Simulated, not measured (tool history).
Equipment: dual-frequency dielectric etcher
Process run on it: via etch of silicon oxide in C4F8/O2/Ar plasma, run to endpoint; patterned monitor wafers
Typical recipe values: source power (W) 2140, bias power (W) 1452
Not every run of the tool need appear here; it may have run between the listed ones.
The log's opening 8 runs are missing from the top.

run    hour  source power (W)  bias power (W)  incoming incoming film thickness, nm  endpoint time (s)
        539  -- wet clean of the chamber
  9   539.5              2140            1452                                1444.6                264
 10   615.1              2140            1452                                1436.8              263.5
 11   707.4              2140            1452                                1451.3              263.6
 12   763.1              2480            1574                                1450.5              243.2
      805.8  -- upper electrode replaced
 13   806.3              2140            1452                                1459.3              265.5
 14   864.1              1780            1224                                1453.2              297.9
 15   951.3              2000            1452                                1445.9              271.8
 16  1009.5              1800            1554                                1447.8              281.5
 17  1051.1              2380            1090                                1461.2              268.6
     1129.8  -- wet clean of the chamber
 18  1134.8              2420            1295                                1447.8              256.4
 19    1223              1810            1271                                1449.4              293.5
 20  1264.6              1780            1616                                1444.3              278.3
 21  1368.6              2610            1612                                  1442              237.9
     1376.8  -- bias power generator calibrated
 22  1432.9              2140            1452                                1447.5              265.8
 23  1489.9              1700            1294                                1440.6                294
 24  1594.5              2590            1452                                1445.4              245.5
 25  1657.1              2140            1734                                1457.8              255.5
 26  1748.4              1630            1217                                1463.2              308.4
 27  1802.6              2140            1452                                1457.3                268
     1866.2  -- wet clean of the chamber
 28  1901.3              2140            1452                                1436.2              261.6
 29  1971.9              2140            1320                                  1443              266.8

Expected results for the next run?
 30  2057.3              2630            1211                                1455.7                  ?

Run 30 gave endpoint time (s) 253.8.
If the tool had no hidden condition, the same run with the same run-to-run variation would have returned endpoint time (s) 253.8.
